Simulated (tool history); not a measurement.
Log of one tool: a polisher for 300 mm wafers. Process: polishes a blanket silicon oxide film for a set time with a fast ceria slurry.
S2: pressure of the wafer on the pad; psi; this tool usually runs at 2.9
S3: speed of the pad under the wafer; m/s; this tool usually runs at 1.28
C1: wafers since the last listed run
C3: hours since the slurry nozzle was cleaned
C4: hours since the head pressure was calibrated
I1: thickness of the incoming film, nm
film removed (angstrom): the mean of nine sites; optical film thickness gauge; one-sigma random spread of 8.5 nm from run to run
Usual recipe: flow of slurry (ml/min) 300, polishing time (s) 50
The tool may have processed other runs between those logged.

{"run": 1, "hour": 0.0, "flow of slurry (ml/min)": 300, "S2": 3.5, "S3": 1.28, "polishing time (s)": 50, "C1": 0, "wafers polished on this pad": 4698, "C3": 171.3, "C4": 429.3, "I1": 2961.6, "film removed (angstrom)": 11882}
{"hour": 69.0, "done": "worn pad replaced by a new one"}
{"run": 2, "hour": 92.7, "flow of slurry (ml/min)": 260, "S2": 2.9, "S3": 0.94, "polishing time (s)": 50, "C1": 997, "wafers polished on this pad": 266, "C3": 264, "C4": 522, "I1": 2901.8, "film removed (angstrom)": 8689}
{"run": 3, "hour": 149.1, "flow of slurry (ml/min)": 260, "S2": 2.9, "S3": 0.94, "polishing time (s)": 50, "C1": 634, "wafers polished on this pad": 900, "C3": 320.4, "C4": 578.4, "I1": 2958.9, "film removed (angstrom)": 8664}
{"run": 4, "hour": 215.5, "flow of slurry (ml/min)": 300, "S2": 2.9, "S3": 1.28, "polishing time (s)": 55, "C1": 746, "wafers polished on this pad": 1647, "C3": 386.8, "C4": 644.8, "I1": 2970.8, "film removed (angstrom)": 11480}
{"run": 5, "hour": 264.7, "flow of slurry (ml/min)": 300, "S2": 2.9, "S3": 1.28, "polishing time (s)": 55, "C1": 553, "wafers polished on this pad": 2200, "C3": 436, "C4": 694, "I1": 2931.3, "film removed (angstrom)": 11297}
{"hour": 314.4, "done": "slurry nozzle cleaned"}
{"run": 6, "hour": 347.0, "flow of slurry (ml/min)": 300, "S2": 2.9, "S3": 1.28, "polishing time (s)": 55, "C1": 914, "wafers polished on this pad": 3114, "C3": 32.6, "C4": 776.3, "I1": 2936.8, "film removed (angstrom)": 11310}
{"hour": 349.7, "done": "head pressure recalibrated"}
{"run": 7, "hour": 447.4, "flow of slurry (ml/min)": 260, "S2": 2.9, "S3": 1.28, "polishing time (s)": 50, "C1": 1106, "wafers polished on this pad": 4221, "C3": 133, "C4": 97.7, "I1": 2968.5, "film removed (angstrom)": 9995}
{"run": 8, "hour": 527.9, "flow of slurry (ml/min)": 260, "S2": 2.9, "S3": 1.28, "polishing time (s)": 50, "C1": 905, "wafers polished on this pad": 5126, "C3": 213.5, "C4": 178.2, "I1": 2966.2, "film removed (angstrom)": 10092}
{"hour": 540.3, "done": "worn pad replaced by a new one"}
{"run": 9, "hour": 569.8, "flow of slurry (ml/min)": 300, "S2": 2.9, "S3": 1.28, "polishing time (s)": 58, "C1": 426, "wafers polished on this pad": 331, "C3": 255.4, "C4": 220.1, "I1": 2935.9, "film removed (angstrom)": 12311}
{"run": 10, "hour": 614.3, "flow of slurry (ml/min)": 300, "S2": 2.9, "S3": 1.28, "polishing time (s)": 58, "C1": 500, "wafers polished on this pad": 831, "C3": 299.9, "C4": 264.6, "I1": 2962.2, "film removed (angstrom)": 12329}
{"run": 11, "hour": 677.7, "flow of slurry (ml/min)": 300, "S2": 2.9, "S3": 1.28, "polishing time (s)": 50, "C1": 713, "wafers polished on this pad": 1544, "C3": 363.3, "C4": 328, "I1": 2942.6, "film removed (angstrom)": 10416}
{"run": 12, "hour": 744.9, "flow of slurry (ml/min)": 300, "S2": 2.5, "S3": 1.28, "polishing time (s)": 50, "C1": 755, "wafers polished on this pad": 2300, "C3": 430.5, "C4": 395.2, "I1": 2905.1, "film removed (angstrom)": 9247}
{"hour": 805.4, "done": "slurry nozzle cleaned"}
{"run": 13, "hour": 839.7, "flow of slurry (ml/min)": 300, "S2": 2.5, "S3": 1.28, "polishing time (s)": 50, "C1": 1054, "wafers polished on this pad": 3355, "C3": 34.3, "C4": 490, "I1": 2931.3, "film removed (angstrom)": 9287}
{"run": 14, "hour": 931.4, "flow of slurry (ml/min)": 365, "S2": 2.9, "S3": 1.28, "polishing time (s)": 50, "C1": 1031, "wafers polished on this pad": 4386, "C3": 126, "C4": 581.7, "I1": 2957.8, "film removed (angstrom)": 10454}
{"run": 15, "hour": 1030.2, "flow of slurry (ml/min)": 300, "S2": 2.9, "S3": 1.28, "polishing time (s)": 39, "C1": 1111, "wafers polished on this pad": 5498, "C3": 224.8, "C4": 680.5, "I1": 2924.5, "film removed (angstrom)": 8007}
{"hour": 1082.1, "done": "worn pad replaced by a new one"}
{"hour": 1098.8, "done": "head pressure recalibrated"}
{"run": 16, "hour": 1109.0, "flow of slurry (ml/min)": 300, "S2": 2.9, "S3": 1.28, "polishing time (s)": 39, "C1": 818, "wafers polished on this pad": 280, "C3": 303.6, "C4": 10.2, "I1": 2923.4, "film removed (angstrom)": 8232}
{"run": 17, "hour": 1179.2, "flow of slurry (ml/min)": 300, "S2": 2.9, "S3": 1.28, "polishing time (s)": 50, "C1": 789, "wafers polished on this pad": 1069, "C3": 373.8, "C4": 80.4, "I1": 2994.4, "film removed (angstrom)": 10522}
{"run": 18, "hour": 1267.1, "flow of slurry (ml/min)": 400, "S2": 2.9, "S3": 1.56, "polishing time (s)": 50, "C1": 988, "wafers polished on this pad": 2058, "C3": 461.7, "C4": 168.3, "I1": 2965.6, "film removed (angstrom)": 12103}
{"run": 19, "hour": 1322.2, "flow of slurry (ml/min)": 245, "S2": 2.9, "S3": 1.44, "polishing time (s)": 50, "C1": 619, "wafers polished on this pad": 2677, "C3": 516.8, "C4": 223.4, "I1": 2991.3, "film removed (angstrom)": 10908}
{"hour": 1340.3, "done": "slurry nozzle cleaned"}
{"run": 20, "hour": 1407.1, "flow of slurry (ml/min)": 300, "S2": 2.9, "S3": 1.28, "polishing time (s)": 50, "C1": 943, "wafers polished on this pad": 3621, "C3": 66.8, "C4": 308.3, "I1": 2912.2, "film removed (angstrom)": 10221}
{"run": 21, "hour": 1467.0, "flow of slurry (ml/min)": 300, "S2": 2.9, "S3": 1.28, "polishing time (s)": 50, "C1": 673, "wafers polished on this pad": 4295, "C3": 126.7, "C4": 368.2, "I1": 2904.9, "film removed (angstrom)": 10102}
{"run": 22, "hour": 1540.3, "flow of slurry (ml/min)": 245, "S2": 3.5, "S3": 1.04, "polishing time (s)": 67, "C1": 824, "wafers polished on this pad": 5119, "C3": 200, "C4": 441.5, "I1": 2960.2, "film removed (angstrom)": 13920}
{"run": 23, "hour": 1583.1, "flow of slurry (ml/min)": 300, "S2": 2.9, "S3": 1.28, "polishing time (s)": 50, "C1": 481, "wafers polished on this pad": 5600, "C3": 242.8, "C4": 484.3, "I1": 3005.8, "film removed (angstrom)": 10130}
{"hour": 1632.1, "done": "worn pad replaced by a new one"}
{"run": 24, "hour": 1643.9, "flow of slurry (ml/min)": 200, "S2": 2.9, "S3": 1.28, "polishing time (s)": 50, "C1": 638, "wafers polished on this pad": 132, "C3": 303.6, "C4": 545.1, "I1": 2941.8, "film removed (angstrom)": 10335}
{"run": 25, "hour": 1750.1, "flow of slurry (ml/min)": 300, "S2": 2.9, "S3": 1.28, "polishing time (s)": 50, "C1": 1194, "wafers polished on this pad": 1327, "C3": 409.8, "C4": 651.3, "I1": 2971.8, "film removed (angstrom)": 10510}
{"run": 26, "hour": 1824.0, "flow of slurry (ml/min)": 300, "S2": 2.9, "S3": 1.28, "polishing time (s)": 50, "C1": 831, "wafers polished on this pad": 2158, "C3": 483.7, "C4": 725.2, "I1": 2951.2, "film removed (angstrom)": 10329}
{"run": 27, "hour": 1871.4, "flow of slurry (ml/min)": 300, "S2": 3.2, "S3": 1.28, "polishing time (s)": 40, "C1": 533, "wafers polished on this pad": 2691, "C3": 531.1, "C4": 772.6, "I1": 2920.7, "film removed (angstrom)": 8932}
{"hour": 1886.4, "done": "slurry nozzle cleaned"}
{"hour": 1893.8, "done": "head pressure recalibrated"}
{"run": 28, "hour": 1935.4, "flow of slurry (ml/min)": 300, "S2": 2.9, "S3": 1.28, "polishing time (s)": 50, "C1": 686, "wafers polished on this pad": 3377, "C3": 49, "C4": 41.6, "I1": 2968.5, "film removed (angstrom)": 10216}
{"run": 29, "hour": 1989.8, "flow of slurry (ml/min)": 355, "S2": 2.9, "S3": 1.6, "polishing time (s)": 50, "C1": 611, "wafers polished on this pad": 3989, "C3": 103.4, "C4": 96, "I1": 2953.6, "film removed (angstrom)": 12042}
{"run": 30, "hour": 2034.2, "flow of slurry (ml/min)": 300, "S2": 2.9, "S3": 1.28, "polishing time (s)": 50, "C1": 499, "wafers polished on this pad": 4488, "C3": 147.8, "C4": 140.4, "I1": 2957.3, "film removed (angstrom)": 10069}
{"run": 31, "hour": 2139.2, "flow of slurry (ml/min)": 330, "S2": 2.9, "S3": 0.84, "polishing time (s)": 63, "C1": 1180, "wafers polished on this pad": 5669, "C3": 252.8, "C4": 245.4, "I1": 2924.3, "film removed (angstrom)": 10076}
{"hour": 2150.4, "done": "worn pad replaced by a new one"}
{"run": 32, "hour": 2233.9, "flow of slurry (ml/min)": 300, "S2": 3.8, "S3": 1.28, "polishing time (s)": 50, "C1": 1020, "wafers polished on this pad": 938, "C3": 347.5, "C4": 340.1, "I1": 2916.9, "film removed (angstrom)": 12976}
{"run": 33, "hour": 2331.3, "flow of slurry (ml/min)": 220, "S2": 2.4, "S3": 1.72, "polishing time (s)": 62, "C1": 1095, "wafers polished on this pad": 2034, "C3": 444.9, "C4": 437.5, "I1": 2930.5, "film removed (angstrom)": 13184}
{"run": 34, "hour": 2381.7, "flow of slurry (ml/min)": 300, "S2": 2.9, "S3": 1.28, "polishing time (s)": 59, "C1": 566, "wafers polished on this pad": 2600, "C3": 495.3, "C4": 487.9, "I1": 2972.6, "film removed (angstrom)": 12217}
{"hour": 2445.2, "done": "slurry nozzle cleaned"}
{"run": 35, "hour": 2484.8, "flow of slurry (ml/min)": 300, "S2": 2.9, "S3": 1.14, "polishing time (s)": 50, "C1": 1148, "wafers polished on this pad": 3749, "C3": 39.6, "C4": 591, "I1": 2933.4, "film removed (angstrom)": 9556}

What differs in the tool's unlogged condition from the final listed run ahead of each entry between runs to the first listed run following it?
Run 1 -> run 2: worn pad replaced by a new one (hour 69)
  removal rate lost through wear of the pad, %: 5.55 -> 1.31
  measured minus no-state result, film removed (angstrom): -698 -> -116
Run 5 -> run 6: slurry nozzle cleaned (hour 314.4)
  removal rate lost through wear of the pad, %: 4.52 -> 5.21
  measured minus no-state result, film removed (angstrom): -535 -> -621
Run 6 -> run 7: head pressure recalibrated (hour 349.7)
  removal rate lost through wear of the pad, %: 5.21 -> 5.69
  measured minus no-state result, film removed (angstrom): -621 -> -604
Run 8 -> run 9: worn pad replaced by a new one (hour 540.3)
  removal rate lost through wear of the pad, %: 5.92 -> 1.18
  measured minus no-state result, film removed (angstrom): -634 -> -147
Run 12 -> run 13: slurry nozzle cleaned (hour 805.4)
  removal rate lost through wear of the pad, %: 4.3 -> 5.03
  measured minus no-state result, film removed (angstrom): -415 -> -491
Run 15 -> run 16: worn pad replaced by a new one (hour 1082.1); head pressure recalibrated (hour 1098.8)
  removal rate lost through wear of the pad, %: 5.67 -> 1.18
  measured minus no-state result, film removed (angstrom): -481 -> -98
Run 19 -> run 20: slurry nozzle cleaned (hour 1340.3)
  removal rate lost through wear of the pad, %: 4.7 -> 5.24
  measured minus no-state result, film removed (angstrom): -538 -> -565
Run 23 -> run 24: worn pad replaced by a new one (hour 1632.1)
  removal rate lost through wear of the pad, %: 5.76 -> 0.694
  measured minus no-state result, film removed (angstrom): -620 -> -72
Run 27 -> run 28: slurry nozzle cleaned (hour 1886.4); head pressure recalibrated (hour 1893.8)
  removal rate lost through wear of the pad, %: 4.67 -> 5.11
  measured minus no-state result, film removed (angstrom): -438 -> -549
Run 31 -> run 32: worn pad replaced by a new one (hour 2150.4)
  removal rate lost through wear of the pad, %: 5.75 -> 2.79
  measured minus no-state result, film removed (angstrom): -615 -> -373
Run 34 -> run 35: slurry nozzle cleaned (hour 2445.2)
  removal rate lost through wear of the pad, %: 4.84 -> 5.49
  measured minus no-state result, film removed (angstrom): -621 -> -555
